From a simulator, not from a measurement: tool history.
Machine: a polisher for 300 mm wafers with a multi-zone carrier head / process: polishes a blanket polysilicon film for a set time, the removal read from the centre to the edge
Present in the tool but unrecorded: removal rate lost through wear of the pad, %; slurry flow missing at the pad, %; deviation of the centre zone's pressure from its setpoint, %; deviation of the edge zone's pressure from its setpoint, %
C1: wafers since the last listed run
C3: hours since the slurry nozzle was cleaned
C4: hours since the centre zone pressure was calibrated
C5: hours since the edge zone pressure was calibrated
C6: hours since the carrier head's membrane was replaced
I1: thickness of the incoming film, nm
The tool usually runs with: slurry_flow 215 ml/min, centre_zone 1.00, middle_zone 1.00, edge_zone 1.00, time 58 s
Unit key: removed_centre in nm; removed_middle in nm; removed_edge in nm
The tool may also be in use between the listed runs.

Run 1, hour 0.0: usual settings but middle_zone 0.97; C1 0; wafers polished on this pad 626; C3 874.8; C4 122.6; C5 844.5; C6 602.6; I1 1828.4. Result: removed_centre 538.1 nm, removed_middle 521.8 nm, removed_edge 545.0 nm.
Run 2, hour 10.2: usual settings; C1 117; wafers polished on this pad 743; C3 885.0; C4 132.8; C5 854.7; C6 612.8; I1 1825.0. Result: removed_centre 541.7 nm, removed_middle 544.7 nm, removed_edge 554.7 nm.
Run 3, hour 26.6: usual settings but centre_zone 1.04, middle_zone 1.06, time 51 s; C1 188; wafers polished on this pad 932; C3 901.4; C4 149.2; C5 871.1; C6 629.2; I1 1859.4. Result: removed_centre 502.1 nm, removed_middle 504.5 nm, removed_edge 472.3 nm.
Run 4, hour 42.2: usual settings but edge_zone 1.08; C1 179; wafers polished on this pad 1111; C3 917.0; C4 164.8; C5 886.7; C6 644.8; I1 1867.4. Result: removed_centre 543.6 nm, removed_middle 543.3 nm, removed_edge 566.7 nm.
At hour 44.0: slurry nozzle cleaned.
At hour 47.3: carrier head's membrane replaced by a new one.
At hour 56.8: worn pad replaced by a new one.
Run 5, hour 57.3: usual settings; C1 78; wafers polished on this pad 6; C3 13.3; C4 179.9; C5 901.8; C6 10.0; I1 1841.5. Result: removed_centre 559.1 nm, removed_middle 544.9 nm, removed_edge 550.4 nm.
Run 6, hour 68.6: usual settings but slurry_flow 240 ml/min, time 72 s; C1 129; wafers polished on this pad 136; C3 24.6; C4 191.2; C5 913.1; C6 21.3; I1 1817.0. Result: removed_centre 692.3 nm, removed_middle 679.4 nm, removed_edge 679.9 nm.
Run 7, hour 76.0: usual settings but slurry_flow 270 ml/min; C1 85; wafers polished on this pad 221; C3 32.0; C4 198.6; C5 920.5; C6 28.7; I1 1868.9. Result: removed_centre 580.5 nm, removed_middle 563.5 nm, removed_edge 561.1 nm.
At hour 88.2: edge zone pressure recalibrated.
Run 8, hour 92.2: usual settings but slurry_flow 265 ml/min, centre_zone 1.09, middle_zone 0.92, edge_zone 1.03; C1 163; wafers polished on this pad 384; C3 48.2; C4 214.8; C5 4.0; C6 44.9; I1 1867.2. Result: removed_centre 613.6 nm, removed_middle 522.4 nm, removed_edge 573.3 nm.
Run 9, hour 108.7: usual settings; C1 189; wafers polished on this pad 574; C3 64.7; C4 231.3; C5 20.5; C6 61.4; I1 1836.8. Result: removed_centre 536.3 nm, removed_middle 545.6 nm, removed_edge 544.4 nm.
Run 10, hour 124.0: usual settings but slurry_flow 170 ml/min, centre_zone 0.90, middle_zone 1.05; C1 175; wafers polished on this pad 750; C3 80.0; C4 246.6; C5 35.8; C6 76.7; I1 1859.0. Result: removed_centre 473.5 nm, removed_middle 540.4 nm, removed_edge 530.5 nm.
Run 11, hour 130.1: usual settings; C1 70; wafers polished on this pad 820; C3 86.1; C4 252.7; C5 41.9; C6 82.8; I1 1859.2. Result: removed_centre 557.1 nm, removed_middle 545.0 nm, removed_edge 539.3 nm.
Run 12, hour 143.9: usual settings; C1 158; wafers polished on this pad 979; C3 99.9; C4 266.5; C5 55.7; C6 96.6; I1 1834.1. Result: removed_centre 556.0 nm, removed_middle 540.9 nm, removed_edge 533.9 nm.
Run 13, hour 161.6: usual settings but slurry_flow 245 ml/min, centre_zone 0.95, middle_zone 0.94; C1 203; wafers polished on this pad 1182; C3 117.6; C4 284.2; C5 73.4; C6 114.3; I1 1819.1. Result: removed_centre 541.6 nm, removed_middle 524.2 nm, removed_edge 557.9 nm.
Run 14, hour 168.6: usual settings but centre_zone 1.05, middle_zone 0.89, edge_zone 1.11, time 75 s; C1 80; wafers polished on this pad 1263; C3 124.6; C4 291.2; C5 80.4; C6 121.3; I1 1807.9. Result: removed_centre 747.6 nm, removed_middle 639.3 nm, removed_edge 746.7 nm.
Run 15, hour 176.6: usual settings but slurry_flow 250 ml/min, middle_zone 0.89; C1 92; wafers polished on this pad 1355; C3 132.6; C4 299.2; C5 88.4; C6 129.3; I1 1852.5. Result: removed_centre 554.7 nm, removed_middle 505.3 nm, removed_edge 559.1 nm.
At hour 182.0: worn pad replaced by a new one.
Run 16, hour 184.4: usual settings but edge_zone 1.06; C1 43; wafers polished on this pad 27; C3 140.4; C4 307.0; C5 96.2; C6 137.1; I1 1823.2. Result: removed_centre 543.2 nm, removed_middle 543.2 nm, removed_edge 562.0 nm.
Run 17, hour 210.0: usual settings but slurry_flow 155 ml/min, middle_zone 0.91, edge_zone 0.90, time 47 s; C1 294; wafers polished on this pad 321; C3 166.0; C4 332.6; C5 121.8; C6 162.7; I1 1876.7. Result: removed_centre 409.6 nm, removed_middle 383.4 nm, removed_edge 402.2 nm.
Run 18, hour 218.4: usual settings but edge_zone 0.88; C1 96; wafers polished on this pad 418; C3 174.4; C4 341.0; C5 130.2; C6 171.1; I1 1845.9. Result: removed_centre 541.0 nm, removed_middle 540.4 nm, removed_edge 522.0 nm.
Run 19, hour 227.0: usual settings; C1 98; wafers polished on this pad 517; C3 183.0; C4 349.6; C5 138.8; C6 179.7; I1 1826.6. Result: removed_centre 550.5 nm, removed_middle 544.6 nm, removed_edge 537.4 nm.
Run 20, hour 236.6: usual settings; C1 110; wafers polished on this pad 627; C3 192.6; C4 359.2; C5 148.4; C6 189.3; I1 1826.6. Result: removed_centre 549.3 nm, removed_middle 533.5 nm, removed_edge 546.0 nm.
Run 21, hour 247.1: usual settings but edge_zone 1.08, time 44 s; C1 120; wafers polished on this pad 748; C3 203.1; C4 369.7; C5 158.9; C6 199.8; I1 1813.0. Result: removed_centre 411.5 nm, removed_middle 408.6 nm, removed_edge 436.8 nm.
Run 22, hour 256.7: usual settings; C1 110; wafers polished on this pad 858; C3 212.7; C4 379.3; C5 168.5; C6 209.4; I1 1859.5. Result: removed_centre 543.4 nm, removed_middle 543.2 nm, removed_edge 541.4 nm.
Run 23, hour 268.5: usual settings but time 74 s; C1 135; wafers polished on this pad 994; C3 224.5; C4 391.1; C5 180.3; C6 221.2; I1 1851.7. Result: removed_centre 710.1 nm, removed_middle 690.7 nm, removed_edge 709.2 nm.

Hidden state, per run?
removal rate lost through wear of the pad, %: 0 across all the runs
slurry flow missing at the pad, %: 0 across all the runs
deviation of the centre zone's pressure from its setpoint, %: 0 across all the runs
deviation of the edge zone's pressure from its setpoint, %: 0 across all the runs
